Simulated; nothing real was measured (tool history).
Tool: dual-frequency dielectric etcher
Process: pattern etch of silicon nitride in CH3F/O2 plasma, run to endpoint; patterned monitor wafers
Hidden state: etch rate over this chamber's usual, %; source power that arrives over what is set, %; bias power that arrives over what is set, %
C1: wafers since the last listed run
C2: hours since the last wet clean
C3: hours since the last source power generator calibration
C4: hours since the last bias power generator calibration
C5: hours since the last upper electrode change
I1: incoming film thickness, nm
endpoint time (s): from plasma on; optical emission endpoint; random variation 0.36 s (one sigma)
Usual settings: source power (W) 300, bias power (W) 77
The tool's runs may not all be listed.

{"run": 1, "day": 0.0, "source power (W)": 300, "bias power (W)": 77, "C1": 0, "C2": 157.7, "C3": 1074, "C4": 2113.1, "C5": 1339.9, "I1": 70.9, "endpoint time (s)": 96.4}
{"run": 2, "day": 1.692, "source power (W)": 300, "bias power (W)": 77, "C1": 296, "C2": 198.3, "C3": 1114.6, "C4": 2153.7, "C5": 1380.5, "I1": 70.1, "endpoint time (s)": 94.6}
{"run": 3, "day": 3.979, "source power (W)": 300, "bias power (W)": 77, "C1": 400, "C2": 253.2, "C3": 1169.5, "C4": 2208.6, "C5": 1435.4, "I1": 70.8, "endpoint time (s)": 96.1}
{"run": 4, "day": 6.571, "source power (W)": 300, "bias power (W)": 77, "C1": 453, "C2": 315.4, "C3": 1231.7, "C4": 2270.8, "C5": 1497.6, "I1": 70.5, "endpoint time (s)": 95.7}
{"run": 5, "day": 9.104, "source power (W)": 300, "bias power (W)": 77, "C1": 443, "C2": 376.2, "C3": 1292.5, "C4": 2331.6, "C5": 1558.4, "I1": 70.4, "endpoint time (s)": 95.8}
{"run": 6, "day": 10.888, "source power (W)": 320, "bias power (W)": 77, "C1": 312, "C2": 419, "C3": 1335.3, "C4": 2374.4, "C5": 1601.2, "I1": 70.2, "endpoint time (s)": 93.2}
{"run": 7, "day": 12.433, "source power (W)": 300, "bias power (W)": 77, "C1": 270, "C2": 456.1, "C3": 1372.4, "C4": 2411.5, "C5": 1638.3, "I1": 70.4, "endpoint time (s)": 95.6}
{"run": 8, "day": 14.083, "source power (W)": 300, "bias power (W)": 77, "C1": 288, "C2": 495.7, "C3": 1412, "C4": 2451.1, "C5": 1677.9, "I1": 71, "endpoint time (s)": 96.5}
{"run": 9, "day": 16.154, "source power (W)": 300, "bias power (W)": 77, "C1": 362, "C2": 545.4, "C3": 1461.7, "C4": 2500.8, "C5": 1727.6, "I1": 70.7, "endpoint time (s)": 95.3}
{"day": 18.667, "done": "wet clean of the chamber"}
{"run": 10, "day": 18.688, "source power (W)": 300, "bias power (W)": 81, "C1": 268, "C2": 0.5, "C3": 1522.5, "C4": 2561.6, "C5": 1788.4, "I1": 70.4, "endpoint time (s)": 93.6}
{"run": 11, "day": 20.758, "source power (W)": 300, "bias power (W)": 81, "C1": 362, "C2": 50.2, "C3": 1572.2, "C4": 2611.3, "C5": 1838.1, "I1": 70.3, "endpoint time (s)": 94}
{"run": 12, "day": 22.317, "source power (W)": 300, "bias power (W)": 77, "C1": 272, "C2": 87.6, "C3": 1609.6, "C4": 2648.7, "C5": 1875.5, "I1": 70.7, "endpoint time (s)": 95.5}
{"run": 13, "day": 23.638, "source power (W)": 300, "bias power (W)": 77, "C1": 231, "C2": 119.3, "C3": 1641.3, "C4": 2680.4, "C5": 1907.2, "I1": 70.3, "endpoint time (s)": 95}
{"run": 14, "day": 24.738, "source power (W)": 300, "bias power (W)": 92, "C1": 192, "C2": 145.7, "C3": 1667.7, "C4": 2706.8, "C5": 1933.6, "I1": 70.8, "endpoint time (s)": 91.1}
{"run": 15, "day": 26.55, "source power (W)": 300, "bias power (W)": 77, "C1": 317, "C2": 189.2, "C3": 1711.2, "C4": 2750.3, "C5": 1977.1, "I1": 70.3, "endpoint time (s)": 96}
{"run": 16, "day": 29.312, "source power (W)": 300, "bias power (W)": 77, "C1": 483, "C2": 255.5, "C3": 1777.5, "C4": 2816.6, "C5": 2043.4, "I1": 70.5, "endpoint time (s)": 96.2}
{"run": 17, "day": 31.875, "source power (W)": 260, "bias power (W)": 77, "C1": 448, "C2": 317, "C3": 1839, "C4": 2878.1, "C5": 2104.9, "I1": 70.1, "endpoint time (s)": 100.7}
{"run": 18, "day": 33.158, "source power (W)": 260, "bias power (W)": 85, "C1": 224, "C2": 347.8, "C3": 1869.8, "C4": 2908.9, "C5": 2135.7, "I1": 70.7, "endpoint time (s)": 98.3}
{"run": 19, "day": 34.329, "source power (W)": 280, "bias power (W)": 65, "C1": 205, "C2": 375.9, "C3": 1897.9, "C4": 2937, "C5": 2163.8, "I1": 70.6, "endpoint time (s)": 103.9}
{"day": 34.725, "done": "bias power generator calibrated"}
{"run": 20, "day": 36.633, "source power (W)": 360, "bias power (W)": 85, "C1": 374, "C2": 431.2, "C3": 1953.2, "C4": 45.8, "C5": 2219.1, "I1": 70.9, "endpoint time (s)": 87.6}
{"run": 21, "day": 39.55, "source power (W)": 260, "bias power (W)": 87, "C1": 510, "C2": 501.2, "C3": 2023.2, "C4": 115.8, "C5": 2289.1, "I1": 70.8, "endpoint time (s)": 97}
{"run": 22, "day": 41.204, "source power (W)": 340, "bias power (W)": 95, "C1": 289, "C2": 540.9, "C3": 2062.9, "C4": 155.5, "C5": 2328.8, "I1": 70.8, "endpoint time (s)": 86.5}
{"day": 42.458, "done": "upper electrode replaced"}
{"day": 43.646, "done": "wet clean of the chamber"}
{"run": 23, "day": 46.533, "source power (W)": 260, "bias power (W)": 89, "C1": 583, "C2": 69.3, "C3": 2190.8, "C4": 283.4, "C5": 97.8, "I1": 69.9, "endpoint time (s)": 95.3}
{"run": 24, "day": 49.067, "source power (W)": 300, "bias power (W)": 77, "C1": 443, "C2": 130.1, "C3": 2251.6, "C4": 344.2, "C5": 158.6, "I1": 70.5, "endpoint time (s)": 96.8}
{"run": 25, "day": 51.025, "source power (W)": 300, "bias power (W)": 77, "C1": 342, "C2": 177.1, "C3": 2298.6, "C4": 391.2, "C5": 205.6, "I1": 70.2, "endpoint time (s)": 96.1}
{"day": 51.883, "done": "source power generator calibrated"}
{"run": 26, "day": 52.708, "source power (W)": 350, "bias power (W)": 77, "C1": 265, "C2": 217.5, "C3": 19.8, "C4": 431.6, "C5": 246, "I1": 71.1, "endpoint time (s)": 91}
{"run": 27, "day": 54.117, "source power (W)": 300, "bias power (W)": 77, "C1": 246, "C2": 251.3, "C3": 53.6, "C4": 465.4, "C5": 279.8, "I1": 70.3, "endpoint time (s)": 95.3}
{"run": 28, "day": 55.696, "source power (W)": 240, "bias power (W)": 62, "C1": 276, "C2": 289.2, "C3": 91.5, "C4": 503.3, "C5": 317.7, "I1": 70.3, "endpoint time (s)": 109.9}
{"run": 29, "day": 58.3, "source power (W)": 300, "bias power (W)": 77, "C1": 456, "C2": 351.7, "C3": 154, "C4": 565.8, "C5": 380.2, "I1": 70.8, "endpoint time (s)": 95.3}
{"run": 30, "day": 60.962, "source power (W)": 300, "bias power (W)": 93, "C1": 466, "C2": 415.6, "C3": 217.9, "C4": 629.7, "C5": 444.1, "I1": 70.1, "endpoint time (s)": 88.4}
{"run": 31, "day": 62.5, "source power (W)": 300, "bias power (W)": 77, "C1": 269, "C2": 452.5, "C3": 254.8, "C4": 666.6, "C5": 481, "I1": 70.6, "endpoint time (s)": 95.5}
{"run": 32, "day": 65.154, "source power (W)": 360, "bias power (W)": 90, "C1": 464, "C2": 516.2, "C3": 318.5, "C4": 730.3, "C5": 544.7, "I1": 70.4, "endpoint time (s)": 84.4}
{"run": 33, "day": 67.067, "source power (W)": 340, "bias power (W)": 89, "C1": 334, "C2": 562.1, "C3": 364.4, "C4": 776.2, "C5": 590.6, "I1": 70.1, "endpoint time (s)": 86.6}
{"day": 68.912, "done": "wet clean of the chamber"}
{"run": 34, "day": 68.933, "source power (W)": 250, "bias power (W)": 77, "C1": 151, "C2": 0.5, "C3": 409.2, "C4": 821, "C5": 635.4, "I1": 70, "endpoint time (s)": 101.4}
{"run": 35, "day": 71.475, "source power (W)": 350, "bias power (W)": 70, "C1": 445, "C2": 61.5, "C3": 470.2, "C4": 882, "C5": 696.4, "I1": 70.5, "endpoint time (s)": 92.9}
{"run": 36, "day": 74.442, "source power (W)": 370, "bias power (W)": 71, "C1": 519, "C2": 132.7, "C3": 541.4, "C4": 953.2, "C5": 767.6, "I1": 70.4, "endpoint time (s)": 91.1}

Hidden state at the last listed run before each entry between runs and at the first one after, where it differs:
Between runs 9 and 10: wet clean of the chamber (day 18.667)
  source power that arrives over what is set, %: -1.16 -> -1.32
  measured less the result without the state, endpoint time (s): +0.4 -> +0.4
Between runs 19 and 20: bias power generator calibrated (day 34.725)
  source power that arrives over what is set, %: -2.43 -> -2.61
  measured less the result without the state, endpoint time (s): +0.9 -> +0.8
Between runs 22 and 23: upper electrode replaced (day 42.458); wet clean of the chamber (day 43.646)
  source power that arrives over what is set, %: -2.99 -> -3.46
  measured less the result without the state, endpoint time (s): +0.9 -> +1.1
Between runs 25 and 26: source power generator calibrated (day 51.883)
  source power that arrives over what is set, %: -3.88 -> 0.255
  measured less the result without the state, endpoint time (s): +1.3 -> -0.1
Between runs 33 and 34: wet clean of the chamber (day 68.912)
  source power that arrives over what is set, %: 0.141 -> 0.111
  measured less the result without the state, endpoint time (s): +0 -> +0
